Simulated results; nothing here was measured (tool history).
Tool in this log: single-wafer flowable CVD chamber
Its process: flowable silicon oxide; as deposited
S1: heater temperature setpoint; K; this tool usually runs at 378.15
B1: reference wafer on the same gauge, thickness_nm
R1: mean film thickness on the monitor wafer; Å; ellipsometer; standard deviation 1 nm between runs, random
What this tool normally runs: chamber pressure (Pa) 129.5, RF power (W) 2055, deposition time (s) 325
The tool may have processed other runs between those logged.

{"run": 1, "day": 0.0, "S1": 378.15, "chamber pressure (Pa)": 129.5, "RF power (W)": 2385, "deposition time (s)": 325, "B1": 260.069, "R1": 2695.75}
{"run": 2, "day": 0.488, "S1": 378.15, "chamber pressure (Pa)": 129.5, "RF power (W)": 2055, "deposition time (s)": 325, "B1": 259.884, "R1": 2666.75}
{"run": 3, "day": 0.996, "S1": 378.15, "chamber pressure (Pa)": 129.5, "RF power (W)": 2055, "deposition time (s)": 325, "B1": 259.687, "R1": 2635.36}
{"run": 4, "day": 1.488, "S1": 378.15, "chamber pressure (Pa)": 129.5, "RF power (W)": 2055, "deposition time (s)": 325, "B1": 260.513, "R1": 2670.23}
{"run": 5, "day": 2.079, "S1": 378.15, "chamber pressure (Pa)": 129.5, "RF power (W)": 2055, "deposition time (s)": 325, "B1": 259.976, "R1": 2675.87}
{"run": 6, "day": 2.392, "S1": 383.15, "chamber pressure (Pa)": 129.5, "RF power (W)": 2055, "deposition time (s)": 298, "B1": 259.817, "R1": 2040.98}
{"run": 7, "day": 3.146, "S1": 378.15, "chamber pressure (Pa)": 129.5, "RF power (W)": 2055, "deposition time (s)": 325, "B1": 259.654, "R1": 2678.67}
{"run": 8, "day": 3.979, "S1": 378.15, "chamber pressure (Pa)": 129.5, "RF power (W)": 2055, "deposition time (s)": 325, "B1": 259.949, "R1": 2670.02}
{"run": 9, "day": 3.996, "S1": 378.15, "chamber pressure (Pa)": 129.5, "RF power (W)": 2055, "deposition time (s)": 325, "B1": 259.884, "R1": 2690.52}
{"run": 10, "day": 4.304, "S1": 378.15, "chamber pressure (Pa)": 129.5, "RF power (W)": 2055, "deposition time (s)": 325, "B1": 260.075, "R1": 2692.46}
{"run": 11, "day": 5.133, "S1": 378.15, "chamber pressure (Pa)": 129.5, "RF power (W)": 2375, "deposition time (s)": 325, "B1": 259.852, "R1": 2731.08}
{"run": 12, "day": 5.221, "S1": 378.15, "chamber pressure (Pa)": 129.5, "RF power (W)": 2055, "deposition time (s)": 325, "B1": 260.018, "R1": 2674.77}
{"run": 13, "day": 5.571, "S1": 378.15, "chamber pressure (Pa)": 129.5, "RF power (W)": 2055, "deposition time (s)": 325, "B1": 260.318, "R1": 2659.21}
{"run": 14, "day": 6.05, "S1": 378.15, "chamber pressure (Pa)": 149.6, "RF power (W)": 2280, "deposition time (s)": 325, "B1": 260.136, "R1": 3031.75}
{"run": 15, "day": 6.4, "S1": 383.15, "chamber pressure (Pa)": 129.5, "RF power (W)": 2055, "deposition time (s)": 291, "B1": 260.366, "R1": 2024.64}
{"run": 16, "day": 6.825, "S1": 378.15, "chamber pressure (Pa)": 154.0, "RF power (W)": 2055, "deposition time (s)": 361, "B1": 260.068, "R1": 3415.55}
{"run": 17, "day": 7.538, "S1": 369.15, "chamber pressure (Pa)": 129.5, "RF power (W)": 2445, "deposition time (s)": 282, "B1": 260.272, "R1": 3259.65}
{"run": 18, "day": 8.017, "S1": 384.15, "chamber pressure (Pa)": 129.5, "RF power (W)": 1775, "deposition time (s)": 325, "B1": 260.045, "R1": 2156.69}
{"run": 19, "day": 8.942, "S1": 389.15, "chamber pressure (Pa)": 161.6, "RF power (W)": 1745, "deposition time (s)": 368, "B1": 259.779, "R1": 2041.6}
{"run": 20, "day": 8.958, "S1": 383.15, "chamber pressure (Pa)": 152.5, "RF power (W)": 2055, "deposition time (s)": 300, "B1": 260.331, "R1": 1964.52}
{"run": 21, "day": 10.546, "S1": 378.15, "chamber pressure (Pa)": 150.4, "RF power (W)": 2055, "deposition time (s)": 368, "B1": 260.056, "R1": 2798.19}
{"run": 22, "day": 11.088, "S1": 378.15, "chamber pressure (Pa)": 149.6, "RF power (W)": 2280, "deposition time (s)": 325, "B1": 260.271, "R1": 2508.05}
{"run": 23, "day": 11.371, "S1": 378.15, "chamber pressure (Pa)": 119.9, "RF power (W)": 2405, "deposition time (s)": 325, "B1": 259.903, "R1": 2157.01}
{"run": 24, "day": 11.992, "S1": 378.15, "chamber pressure (Pa)": 105.2, "RF power (W)": 1900, "deposition time (s)": 325, "B1": 259.74, "R1": 1914.35}
{"run": 25, "day": 12.475, "S1": 371.15, "chamber pressure (Pa)": 100.1, "RF power (W)": 1700, "deposition time (s)": 278, "B1": 259.71, "R1": 2006.23}
{"run": 26, "day": 12.733, "S1": 378.15, "chamber pressure (Pa)": 129.5, "RF power (W)": 2055, "deposition time (s)": 325, "B1": 260.144, "R1": 2238.35}
{"run": 27, "day": 13.075, "S1": 378.15, "chamber pressure (Pa)": 129.5, "RF power (W)": 2055, "deposition time (s)": 325, "B1": 259.678, "R1": 2247.87}
{"run": 28, "day": 13.704, "S1": 378.15, "chamber pressure (Pa)": 129.5, "RF power (W)": 2055, "deposition time (s)": 309, "B1": 259.894, "R1": 2141.82}

Removed from this log: 5 entries logged between the listed runs. Between which two listed runs does each belong, and how does the tool's hidden state at the listed run before it compare with that at the listed run after it?
Runs 6 to 7: capacitance manometer re-zeroed and calibrated (day 3.125)
  wafer temperature above the value expected at the setpoint (K): -4.78 -> -4.83
  difference, measured minus the result without the unlogged condition, R1: +308.21 -> +419.07 Å
Runs 7 to 8: gauge calibrated (day 3.271); RF generator calibrated (day 3.958)
  wafer temperature above the value expected at the setpoint (K): -4.83 -> -4.89
  difference, measured minus the result without the unlogged condition, R1: +419.07 -> +421.80 Å
Runs 10 to 11: showerhead replaced, of another model than before (day 5.112)
  wafer temperature above the value expected at the setpoint (K): -4.91 -> -4.96
  difference, measured minus the result without the unlogged condition, R1: +426.95 -> +437.23 Å
Runs 18 to 19: thermocouple changed; heater temperature recalibrated (day 8.921)
  wafer temperature above the value expected at the setpoint (K): -5.15 -> 0.401
  difference, measured minus the result without the unlogged condition, R1: +345.44 -> -26.29 Å
